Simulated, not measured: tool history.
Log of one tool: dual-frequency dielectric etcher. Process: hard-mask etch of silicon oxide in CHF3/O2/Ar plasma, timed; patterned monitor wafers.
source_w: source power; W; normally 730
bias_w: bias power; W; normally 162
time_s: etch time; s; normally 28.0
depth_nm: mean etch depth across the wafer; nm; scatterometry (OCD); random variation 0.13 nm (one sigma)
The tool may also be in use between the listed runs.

run	day	source_w	bias_w	time_s	read-back reference wafer on the same gauge, depth_nm	depth_nm
1	0.000	730	162	28.0	46.5	55.4
2	0.071	870	162	28.0	46.5	60.8
3	0.725	650	162	28.0	46.5	52.1
4	1.188	650	162	28.0	46.5	52.1
5	1.462	650	162	28.0	46.5	52.2
6	2.533	730	162	28.0	46.5	55.5
7	3.133	730	162	28.0	46.5	55.5
8	3.471	730	162	28.0	46.5	55.6
9	3.988	730	162	28.0	46.5	55.5
10	4.662	650	191	33.0	46.5	65.6
11	5.312	680	149	25.5	46.5	46.6
12	5.571	730	199	21.5	46.5	46.6
13	6.300	570	189	23.0	46.5	42.1
14	6.938	730	128	25.0	46.5	44.4
15	8.150	800	162	23.0	46.5	47.6
16	8.167	730	162	28.0	46.5	55.2
17	8.612	600	182	21.0	46.5	38.9
18	8.929	890	198	20.0	46.5	47.9
19	9.550	850	136	28.0	46.5	55.1
20	10.275	610	146	33.0	46.5	56.0
21	10.554	680	149	25.5	46.5	46.4
22	10.846	730	162	28.0	46.5	55.1
23	11.146	730	195	28.0	46.5	59.8
24	11.808	730	162	28.0	46.5	55.0
25	12.438	590	181	24.5	46.5	44.5
26	14.562	900	126	24.5	46.5	48.2
27	15.150	800	147	28.0	46.5	55.0
28	15.683	630	184	34.5	46.5	65.7
29	16.312	730	144	28.0	46.5	51.9
30	16.821	660	149	30.5	46.5	54.3

Withheld: 4 entries from between the runs. Position of each, and hidden state at the listed run before versus the listed run after:
In the gap between runs 9 and 10: source power generator calibrated (day 4.188)
  etch rate over this chamber's usual, %: -0.0861 -> -0.143
  measured less the result without the state, depth_nm: -0.1 -> -0.1 nm
In the gap between runs 10 and 11: gauge calibrated (day 5.054)
  etch rate over this chamber's usual, %: -0.143 -> -0.197
  measured less the result without the state, depth_nm: -0.1 -> -0.1 nm
In the gap between runs 14 and 15: upper electrode replaced (day 8.129)
  etch rate over this chamber's usual, %: -0.333 -> -0.435
  measured less the result without the state, depth_nm: -0.2 -> -0.2 nm
In the gap between runs 16 and 17: bias power generator calibrated (day 8.375)
  etch rate over this chamber's usual, %: -0.436 -> -0.473
  measured less the result without the state, depth_nm: -0.2 -> -0.2 nm

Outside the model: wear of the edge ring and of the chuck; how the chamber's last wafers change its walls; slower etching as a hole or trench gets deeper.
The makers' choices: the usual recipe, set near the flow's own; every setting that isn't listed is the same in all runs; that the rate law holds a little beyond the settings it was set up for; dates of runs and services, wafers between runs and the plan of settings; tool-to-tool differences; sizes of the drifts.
